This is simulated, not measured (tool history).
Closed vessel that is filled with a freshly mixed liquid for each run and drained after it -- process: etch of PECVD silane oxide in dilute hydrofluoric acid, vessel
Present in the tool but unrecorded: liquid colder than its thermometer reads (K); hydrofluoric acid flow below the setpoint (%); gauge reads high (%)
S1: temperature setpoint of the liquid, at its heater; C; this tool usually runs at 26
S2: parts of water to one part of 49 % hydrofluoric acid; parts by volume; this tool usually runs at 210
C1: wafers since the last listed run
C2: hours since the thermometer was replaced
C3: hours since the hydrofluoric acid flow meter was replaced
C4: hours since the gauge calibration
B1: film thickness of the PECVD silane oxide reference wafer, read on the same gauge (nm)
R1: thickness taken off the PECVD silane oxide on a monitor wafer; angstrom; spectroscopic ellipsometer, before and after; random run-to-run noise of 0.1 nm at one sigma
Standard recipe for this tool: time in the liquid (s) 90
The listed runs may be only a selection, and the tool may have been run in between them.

run 1 hour=0 | S1=26 S2=210 time_in_the_liquid_(s)=90 | C1=0 C2=1201.3 C3=662.7 C4=1981.9 | B1=120.01 | R1=187.5
-- hour=38.1 thermometer replaced
run 2 hour=39.9 | S1=26 S2=210 time_in_the_liquid_(s)=90 | C1=4230 C2=1.8 C3=702.6 C4=2021.8 | B1=120.02 | R1=188.4
-- hour=49.6 hydrofluoric acid flow meter replaced
run 3 hour=100.3 | S1=26 S2=210 time_in_the_liquid_(s)=90 | C1=6459 C2=62.2 C3=50.7 C4=2082.2 | B1=120.01 | R1=195.9
run 4 hour=161.4 | S1=26 S2=210 time_in_the_liquid_(s)=90 | C1=6644 C2=123.3 C3=111.8 C4=2143.3 | B1=120 | R1=195.6
run 5 hour=199.5 | S1=24 S2=210 time_in_the_liquid_(s)=90 | C1=4143 C2=161.4 C3=149.9 C4=2181.4 | B1=120.01 | R1=182.3
run 6 hour=248.6 | S1=24 S2=210 time_in_the_liquid_(s)=90 | C1=5339 C2=210.5 C3=199 C4=2230.5 | B1=120 | R1=181.1
run 7 hour=295.9 | S1=26 S2=270 time_in_the_liquid_(s)=90 | C1=5143 C2=257.8 C3=246.3 C4=2277.8 | B1=120 | R1=140.6
run 8 hour=451.6 | S1=26 S2=210 time_in_the_liquid_(s)=90 | C1=16931 C2=413.5 C3=402 C4=2433.5 | B1=120.02 | R1=191.6
run 9 hour=488.6 | S1=26 S2=210 time_in_the_liquid_(s)=90 | C1=4023 C2=450.5 C3=439 C4=2470.5 | B1=120.01 | R1=189.3
run 10 hour=532.1 | S1=26 S2=140 time_in_the_liquid_(s)=90 | C1=4730 C2=494 C3=482.5 C4=2514 | B1=120 | R1=312.5
run 11 hour=572.7 | S1=26 S2=210 time_in_the_liquid_(s)=90 | C1=4415 C2=534.6 C3=523.1 C4=2554.6 | B1=120 | R1=189.2
run 12 hour=612.9 | S1=26 S2=295 time_in_the_liquid_(s)=120 | C1=4371 C2=574.8 C3=563.3 C4=2594.8 | B1=120 | R1=163.3
run 13 hour=662.2 | S1=26 S2=210 time_in_the_liquid_(s)=90 | C1=5361 C2=624.1 C3=612.6 C4=2644.1 | B1=119.99 | R1=188
-- hour=703.9 hydrofluoric acid flow meter replaced
run 14 hour=712.1 | S1=26 S2=210 time_in_the_liquid_(s)=90 | C1=5317 C2=674 C3=8.2 C4=2694 | B1=120.03 | R1=195.2
run 15 hour=775.9 | S1=26 S2=210 time_in_the_liquid_(s)=90 | C1=6937 C2=737.8 C3=72 C4=2757.8 | B1=119.97 | R1=193.5
run 16 hour=828.9 | S1=29 S2=150 time_in_the_liquid_(s)=135 | C1=5763 C2=790.8 C3=125 C4=2810.8 | B1=120 | R1=488.3
run 17 hour=882.7 | S1=24 S2=210 time_in_the_liquid_(s)=60 | C1=5850 C2=844.6 C3=178.8 C4=2864.6 | B1=119.99 | R1=121.6
run 18 hour=911.4 | S1=26 S2=160 time_in_the_liquid_(s)=115 | C1=3120 C2=873.3 C3=207.5 C4=2893.3 | B1=119.97 | R1=346.2
run 19 hour=958 | S1=26 S2=210 time_in_the_liquid_(s)=90 | C1=5067 C2=919.9 C3=254.1 C4=2939.9 | B1=119.97 | R1=194.9
run 20 hour=1008.2 | S1=24 S2=210 time_in_the_liquid_(s)=90 | C1=5458 C2=970.1 C3=304.3 C4=2990.1 | B1=119.98 | R1=178.8
run 21 hour=1043.9 | S1=22 S2=155 time_in_the_liquid_(s)=140 | C1=3882 C2=1005.8 C3=340 C4=3025.8 | B1=120 | R1=371.2
run 22 hour=1113.6 | S1=24.5 S2=155 time_in_the_liquid_(s)=90 | C1=7579 C2=1075.5 C3=409.7 C4=3095.5 | B1=120 | R1=261.8
run 23 hour=1159.5 | S1=22.5 S2=120 time_in_the_liquid_(s)=90 | C1=4991 C2=1121.4 C3=455.6 C4=3141.4 | B1=119.98 | R1=324.6
run 24 hour=1242.2 | S1=26 S2=295 time_in_the_liquid_(s)=90 | C1=8993 C2=1204.1 C3=538.3 C4=3224.1 | B1=120.01 | R1=123.5
-- hour=1252.3 gauge calibrated
run 25 hour=1274.5 | S1=30.5 S2=210 time_in_the_liquid_(s)=35 | C1=3512 C2=1236.4 C3=570.6 C4=22.2 | B1=119.99 | R1=86.2
-- hour=1298.6 thermometer replaced
run 26 hour=1332.7 | S1=26 S2=210 time_in_the_liquid_(s)=90 | C1=6220 C2=34.1 C3=628.8 C4=80.4 | B1=120 | R1=189.1
run 27 hour=1358.3 | S1=23.5 S2=150 time_in_the_liquid_(s)=60 | C1=2783 C2=59.7 C3=654.4 C4=106 | B1=120.01 | R1=172.1
-- hour=1362.5 hydrofluoric acid flow meter replaced
run 28 hour=1412.4 | S1=23.5 S2=275 time_in_the_liquid_(s)=50 | C1=5774 C2=113.8 C3=49.9 C4=160.1 | B1=120 | R1=70.9
run 29 hour=1518.6 | S1=26 S2=210 time_in_the_liquid_(s)=90 | C1=11548 C2=220 C3=156.1 C4=266.3 | B1=120.01 | R1=195.8
run 30 hour=1586.9 | S1=26 S2=210 time_in_the_liquid_(s)=90 | C1=7427 C2=288.3 C3=224.4 C4=334.6 | B1=120 | R1=193
run 31 hour=1657.3 | S1=24.5 S2=210 time_in_the_liquid_(s)=40 | C1=7655 C2=358.7 C3=294.8 C4=405 | B1=120.03 | R1=80.9
run 32 hour=1805.7 | S1=26 S2=210 time_in_the_liquid_(s)=130 | C1=16137 C2=507.1 C3=443.2 C4=553.4 | B1=119.97 | R1=277.1
run 33 hour=1838.2 | S1=26 S2=210 time_in_the_liquid_(s)=90 | C1=3534 C2=539.6 C3=475.7 C4=585.9 | B1=120 | R1=191.6

Below are 4 alternative next runs, each starting from the tool's condition after run 33. Predict each:
run A hour=1838.9 | S1=26 S2=210 time_in_the_liquid_(s)=90 | C1=76 C2=540.3 C3=476.4 C4=586.6 | B1=? | R1=?
run B hour=1838.9 | S1=22 S2=210 time_in_the_liquid_(s)=130 | C1=76 C2=540.3 C3=476.4 C4=586.6 | B1=? | R1=?
run C hour=1838.9 | S1=29.5 S2=210 time_in_the_liquid_(s)=90 | C1=76 C2=540.3 C3=476.4 C4=586.6 | B1=? | R1=?
run D hour=1838.9 | S1=26 S2=300 time_in_the_liquid_(s)=105 | C1=76 C2=540.3 C3=476.4 C4=586.6 | B1=? | R1=?

run=A B1=119.97 R1=191.5
run=B B1=119.97 R1=239
run=C B1=119.97 R1=216.5
run=D B1=119.97 R1=141.9
Without the tool's unlogged condition, the same runs would have read:
run=A R1=197.8
run=B R1=246.7
run=C R1=223.8
run=D R1=146.8
